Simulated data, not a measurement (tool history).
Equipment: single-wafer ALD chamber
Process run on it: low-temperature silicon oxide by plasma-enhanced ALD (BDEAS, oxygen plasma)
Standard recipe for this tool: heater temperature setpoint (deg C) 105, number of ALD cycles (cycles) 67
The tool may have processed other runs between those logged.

run	hour	heater temperature setpoint (deg C)	number of ALD cycles (cycles)	read-back reference wafer on the same gauge, thickness_nm	mean film thickness on the monitor wafer (angstrom)
1	0	105	67	7.309	87.53
2	8.9	105	67	7.307	87.28
3	19.5	105	67	7.31	87.61
4	70.6	105	67	7.309	87.68
5	106	105	67	7.308	87.65
6	112.3	105	67	7.31	87.47
7	118.8	105	67	7.312	87.5
8	127.6	105	60	7.312	78.14
9	142.6	105	71	7.311	92.79
10	159.9	105	71	7.309	92.58
11	170.6	105	71	7.308	92.26
# hour 183.1: gauge calibrated
12	184.8	105	67	7.31	87.38
13	202.5	105	73	7.308	95.2
14	210.7	105	73	7.31	95.17
15	218.5	105	73	7.31	95.17
16	230.6	105	67	7.31	87.42
17	243.1	105	67	7.31	87.35
18	260.5	105	67	7.311	87.26
19	268.1	105	67	7.311	87.22
20	275.7	105	67	7.314	87.66
21	291.9	105	67	7.309	87.11
22	304.8	114	57	7.305	73.53
23	314	105	67	7.31	87.36
24	328.3	105	67	7.311	87.17
25	342.4	105	67	7.312	87.22
26	350.7	105	59	7.31	76.87
27	358	91	73	7.304	98.84
28	368.7	105	67	7.31	87.68
29	375.9	94	58	7.304	77.46
# hour 403.6: thermocouple changed; heater temperature recalibrated
30	423	110	67	7.307	86.82
31	434.7	105	74	7.305	96.38
32	447.1	91	67	7.307	90.58
33	460.6	119	72	7.314	91.76
34	477.1	117	67	7.309	85.76
35	490.4	112	67	7.31	86.24
36	503	91	75	7.308	101.68
37	509.7	113	67	7.31	86.08
38	515.9	96	56	7.311	74.41
39	522.3	111	73	7.312	94.7
# hour 530.3: gauge calibrated
40	530.5	111	56	7.314	72.6
41	542.6	110	60	7.308	77.23
42	549.9	105	67	7.31	87.36
43	560.1	105	67	7.31	87.11

Consider 3 possible next runs. They are alternatives, not a sequence: every one starts from the tool as it was left by run 43. What does each give?
A	560.6	90	67	?	?
B	560.6	105	58	?	?
C	560.6	97	61	?	?

run	read-back reference wafer on the same gauge, thickness_nm	mean film thickness on the monitor wafer (angstrom)
A	7.306	91.03
B	7.306	75.85
C	7.306	81.09
What these runs would have given with no unlogged condition in the tool:
run	mean film thickness on the monitor wafer (angstrom)
A	91.03
B	75.85
C	81.09
